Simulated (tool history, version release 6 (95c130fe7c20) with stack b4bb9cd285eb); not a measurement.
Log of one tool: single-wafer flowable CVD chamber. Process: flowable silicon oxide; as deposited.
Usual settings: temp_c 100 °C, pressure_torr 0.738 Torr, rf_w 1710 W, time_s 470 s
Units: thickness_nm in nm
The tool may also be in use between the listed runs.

run   hour  temp_c  pressure_torr  rf_w  time_s  read-back reference wafer on the same gauge, thickness_nm  thickness_nm
  1    0.0     100          0.738  1870     470                                                    233.969       262.957
  2   17.8     100          0.738  1870     470                                                    233.923       263.031
  3   34.3     100          0.738  1710     470                                                    233.955       258.965
  4   51.5     100          0.738  1710     470                                                    233.963       259.034
  5   62.5     100          0.738  1710     470                                                    234.026       258.076
  6   74.4     100          0.853  1710     470                                                    234.198       299.566
  7   85.8     100          0.853  1710     470                                                    234.156       300.499
      92.8  -- gauge calibrated
  8  100.8      92          0.738  1710     470                                                    233.885       326.283
  9  112.3      92          0.738  1710     470                                                    234.102       329.821
 10  126.1     100          0.738  1710     470                                                    233.936       258.240
 11  142.7     100          0.738  1710     470                                                    233.906       259.555
 12  149.1      91          0.738  1420     395                                                    234.090       266.921
 13  188.4     100          0.679  1710     470                                                    233.873       241.108
 14  202.3     100          0.738  1710     470                                                    233.939       258.934
     227.3  -- showerhead replaced
 15  227.8     100          0.738  1710     470                                                    233.987       259.495
 16  234.1      91          0.738  1875     523                                                    234.110       387.405
 17  250.6      90          0.738  1975     470                                                    234.006       360.023
     259.1  -- RF generator calibrated
     259.8  -- thermocouple changed; heater temperature recalibrated
 18  262.0     108          0.868  1965     560                                                    233.905       276.857
     283.3  -- capacitance manometer re-zeroed and calibrated
 19  283.8     109          0.866  1545     503                                                    233.819       241.923
 20  287.2     100          0.738  1870     470                                                    234.031       264.101
 21  294.8      90          0.819  1460     432                                                    234.063       335.305
 22  309.1     100          0.738  1405     470                                                    234.031       241.986
 23  321.6     100          0.738  1410     401                                                    234.041       206.380
 24  333.2     100          0.617  1710     416                                                    233.963       190.581
 25  349.6      88          0.849  1795     470                                                    234.111       427.320
 26  364.8      95          0.626  1945     498                                                    234.048       278.692
 27  376.6     100          0.643  1985     470                                                    234.108       234.166

5 ways to go on from here, each from the tool as it stands after run 27. What would each give?
  A  377.1     100          0.738  1710     470                                                          ?             ?
  B  377.1     100          0.738  2015     519                                                          ?             ?
  C  377.1     100          0.591  2010     470                                                          ?             ?
  D  377.1     109          0.738  1710     470                                                          ?             ?
  E  377.1     100          0.738  1710     404                                                          ?             ?

run  read-back reference wafer on the same gauge, thickness_nm  thickness_nm
  A                                                    234.038       259.047
  B                                                    234.038       297.838
  C                                                    234.038       216.149
  D                                                    234.038       198.755
  E                                                    234.038       222.670
Without the tool's hidden state the same runs would have given:
run  thickness_nm
  A       256.053
  B       294.395
  C       213.742
  D       196.379
  E       220.096
